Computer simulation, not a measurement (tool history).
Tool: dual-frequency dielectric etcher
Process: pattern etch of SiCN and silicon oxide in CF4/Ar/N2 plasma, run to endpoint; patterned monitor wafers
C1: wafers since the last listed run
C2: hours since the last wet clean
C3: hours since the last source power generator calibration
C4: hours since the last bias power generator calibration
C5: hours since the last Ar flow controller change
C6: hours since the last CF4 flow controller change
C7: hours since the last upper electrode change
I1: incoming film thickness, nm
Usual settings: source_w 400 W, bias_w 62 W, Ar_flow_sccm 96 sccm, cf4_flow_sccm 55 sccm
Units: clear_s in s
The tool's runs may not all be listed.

{"run": 1, "hour": 0.0, "source_w": 400, "bias_w": 62, "Ar_flow_sccm": 96, "cf4_flow_sccm": 55, "C1": 0, "C2": 514.2, "C3": 3978.2, "C4": 93.6, "C5": 87.7, "C6": 99.7, "C7": 3.2, "I1": 10.91, "clear_s": 13.2}
{"run": 2, "hour": 6.0, "source_w": 340, "bias_w": 62, "Ar_flow_sccm": 88, "cf4_flow_sccm": 55, "C1": 80, "C2": 520.2, "C3": 3984.2, "C4": 99.6, "C5": 93.7, "C6": 105.7, "C7": 9.2, "I1": 10.93, "clear_s": 15}
{"run": 3, "hour": 16.9, "source_w": 400, "bias_w": 62, "Ar_flow_sccm": 96, "cf4_flow_sccm": 55, "C1": 145, "C2": 531.1, "C3": 3995.1, "C4": 110.5, "C5": 104.6, "C6": 116.6, "C7": 20.1, "I1": 10.83, "clear_s": 13.2}
{"run": 4, "hour": 23.6, "source_w": 400, "bias_w": 62, "Ar_flow_sccm": 96, "cf4_flow_sccm": 55, "C1": 89, "C2": 537.8, "C3": 4001.8, "C4": 117.2, "C5": 111.3, "C6": 123.3, "C7": 26.8, "I1": 10.99, "clear_s": 13.3}
{"run": 5, "hour": 36.2, "source_w": 400, "bias_w": 62, "Ar_flow_sccm": 96, "cf4_flow_sccm": 55, "C1": 168, "C2": 550.4, "C3": 4014.4, "C4": 129.8, "C5": 123.9, "C6": 135.9, "C7": 39.4, "I1": 10.93, "clear_s": 13.3}
{"run": 6, "hour": 48.2, "source_w": 310, "bias_w": 55, "Ar_flow_sccm": 96, "cf4_flow_sccm": 62, "C1": 160, "C2": 562.4, "C3": 4026.4, "C4": 141.8, "C5": 135.9, "C6": 147.9, "C7": 51.4, "I1": 10.88, "clear_s": 16.8}
{"hour": 59.8, "done": "source power generator calibrated"}
{"run": 7, "hour": 61.7, "source_w": 320, "bias_w": 62, "Ar_flow_sccm": 96, "cf4_flow_sccm": 55, "C1": 126, "C2": 575.9, "C3": 1.9, "C4": 155.3, "C5": 149.4, "C6": 161.4, "C7": 64.9, "I1": 11, "clear_s": 16.4}
{"run": 8, "hour": 68.7, "source_w": 400, "bias_w": 62, "Ar_flow_sccm": 96, "cf4_flow_sccm": 55, "C1": 93, "C2": 582.9, "C3": 8.9, "C4": 162.3, "C5": 156.4, "C6": 168.4, "C7": 71.9, "I1": 10.97, "clear_s": 13.4}
{"run": 9, "hour": 83.4, "source_w": 440, "bias_w": 72, "Ar_flow_sccm": 117, "cf4_flow_sccm": 51, "C1": 196, "C2": 597.6, "C3": 23.6, "C4": 177, "C5": 171.1, "C6": 183.1, "C7": 86.6, "I1": 10.83, "clear_s": 12.2}
{"run": 10, "hour": 97.2, "source_w": 400, "bias_w": 57, "Ar_flow_sccm": 96, "cf4_flow_sccm": 55, "C1": 184, "C2": 611.4, "C3": 37.4, "C4": 190.8, "C5": 184.9, "C6": 196.9, "C7": 100.4, "I1": 10.9, "clear_s": 13.5}
{"run": 11, "hour": 106.2, "source_w": 400, "bias_w": 51, "Ar_flow_sccm": 96, "cf4_flow_sccm": 51, "C1": 120, "C2": 620.4, "C3": 46.4, "C4": 199.8, "C5": 193.9, "C6": 205.9, "C7": 109.4, "I1": 10.8, "clear_s": 14.1}
{"run": 12, "hour": 112.9, "source_w": 310, "bias_w": 49, "Ar_flow_sccm": 106, "cf4_flow_sccm": 55, "C1": 89, "C2": 627.1, "C3": 53.1, "C4": 206.5, "C5": 200.6, "C6": 212.6, "C7": 116.1, "I1": 10.93, "clear_s": 18.2}
{"run": 13, "hour": 125.0, "source_w": 400, "bias_w": 50, "Ar_flow_sccm": 81, "cf4_flow_sccm": 62, "C1": 161, "C2": 639.2, "C3": 65.2, "C4": 218.6, "C5": 212.7, "C6": 224.7, "C7": 128.2, "I1": 10.83, "clear_s": 13.1}
{"hour": 161.7, "done": "wet clean of the chamber"}
{"run": 14, "hour": 162.2, "source_w": 310, "bias_w": 62, "Ar_flow_sccm": 96, "cf4_flow_sccm": 55, "C1": 176, "C2": 0.5, "C3": 102.4, "C4": 255.8, "C5": 249.9, "C6": 261.9, "C7": 165.4, "I1": 10.8, "clear_s": 17.3}
{"run": 15, "hour": 162.5, "source_w": 430, "bias_w": 76, "Ar_flow_sccm": 82, "cf4_flow_sccm": 69, "C1": 4, "C2": 0.8, "C3": 102.7, "C4": 256.1, "C5": 250.2, "C6": 262.2, "C7": 165.7, "I1": 10.99, "clear_s": 11.3}
{"run": 16, "hour": 163.4, "source_w": 440, "bias_w": 62, "Ar_flow_sccm": 96, "cf4_flow_sccm": 55, "C1": 12, "C2": 1.7, "C3": 103.6, "C4": 257, "C5": 251.1, "C6": 263.1, "C7": 166.6, "I1": 10.89, "clear_s": 12.4}
{"run": 17, "hour": 172.0, "source_w": 450, "bias_w": 54, "Ar_flow_sccm": 73, "cf4_flow_sccm": 55, "C1": 114, "C2": 10.3, "C3": 112.2, "C4": 265.6, "C5": 259.7, "C6": 271.7, "C7": 175.2, "I1": 10.86, "clear_s": 11.9}
{"run": 18, "hour": 185.9, "source_w": 320, "bias_w": 73, "Ar_flow_sccm": 79, "cf4_flow_sccm": 60, "C1": 185, "C2": 24.2, "C3": 126.1, "C4": 279.5, "C5": 273.6, "C6": 285.6, "C7": 189.1, "I1": 10.91, "clear_s": 15.1}
{"run": 19, "hour": 227.0, "source_w": 400, "bias_w": 72, "Ar_flow_sccm": 110, "cf4_flow_sccm": 41, "C1": 548, "C2": 65.3, "C3": 167.2, "C4": 320.6, "C5": 314.7, "C6": 326.7, "C7": 230.2, "I1": 10.93, "clear_s": 14.8}
{"run": 20, "hour": 237.6, "source_w": 480, "bias_w": 62, "Ar_flow_sccm": 120, "cf4_flow_sccm": 55, "C1": 141, "C2": 75.9, "C3": 177.8, "C4": 331.2, "C5": 325.3, "C6": 337.3, "C7": 240.8, "I1": 10.95, "clear_s": 12.1}
{"run": 21, "hour": 244.7, "source_w": 430, "bias_w": 76, "Ar_flow_sccm": 82, "cf4_flow_sccm": 69, "C1": 94, "C2": 83, "C3": 184.9, "C4": 338.3, "C5": 332.4, "C6": 344.4, "C7": 247.9, "I1": 10.89, "clear_s": 11.2}
{"run": 22, "hour": 261.9, "source_w": 400, "bias_w": 52, "Ar_flow_sccm": 109, "cf4_flow_sccm": 55, "C1": 229, "C2": 100.2, "C3": 202.1, "C4": 355.5, "C5": 349.6, "C6": 361.6, "C7": 265.1, "I1": 10.77, "clear_s": 14.4}
{"run": 23, "hour": 277.8, "source_w": 400, "bias_w": 56, "Ar_flow_sccm": 96, "cf4_flow_sccm": 50, "C1": 212, "C2": 116.1, "C3": 218, "C4": 371.4, "C5": 365.5, "C6": 377.5, "C7": 281, "I1": 10.89, "clear_s": 14.5}
{"run": 24, "hour": 294.2, "source_w": 490, "bias_w": 73, "Ar_flow_sccm": 72, "cf4_flow_sccm": 55, "C1": 218, "C2": 132.5, "C3": 234.4, "C4": 387.8, "C5": 381.9, "C6": 393.9, "C7": 297.4, "I1": 10.87, "clear_s": 10.2}

Some steps in clear_s between neighbouring runs. How much of each would the tool show without its hidden state too (settings, what came in, random variation), and how much is left for the hidden state, with any gauge scatter that isn't in both results?
The hidden state here: etch rate over this chamber's usual, %; source power that arrives over what is set, %; bias power that arrives over what is set, %; Ar flow that arrives over what is set, %; CF4 flow that arrives over what is set, %.
Run 11 -> 12: source_w 400 -> 310, bias_w 51 -> 49, Ar_flow_sccm 96 -> 106, cf4_flow_sccm 51 -> 55. clear_s +4.1 s: hidden state -0.3, all else +4.4.
Run 12 -> 13: source_w 310 -> 400, bias_w 49 -> 50, Ar_flow_sccm 106 -> 81, cf4_flow_sccm 55 -> 62. clear_s -5.1 s: hidden state +0.3, all else -5.4.
Run 13 -> 14: source_w 400 -> 310, bias_w 50 -> 62, Ar_flow_sccm 81 -> 96, cf4_flow_sccm 62 -> 55, wet clean of the chamber. clear_s +4.2 s: hidden state +0.6, all else +3.6.
Run 14 -> 15: source_w 310 -> 430, bias_w 62 -> 76, Ar_flow_sccm 96 -> 82, cf4_flow_sccm 55 -> 69. clear_s -6 s: hidden state +0.1, all else -6.1.
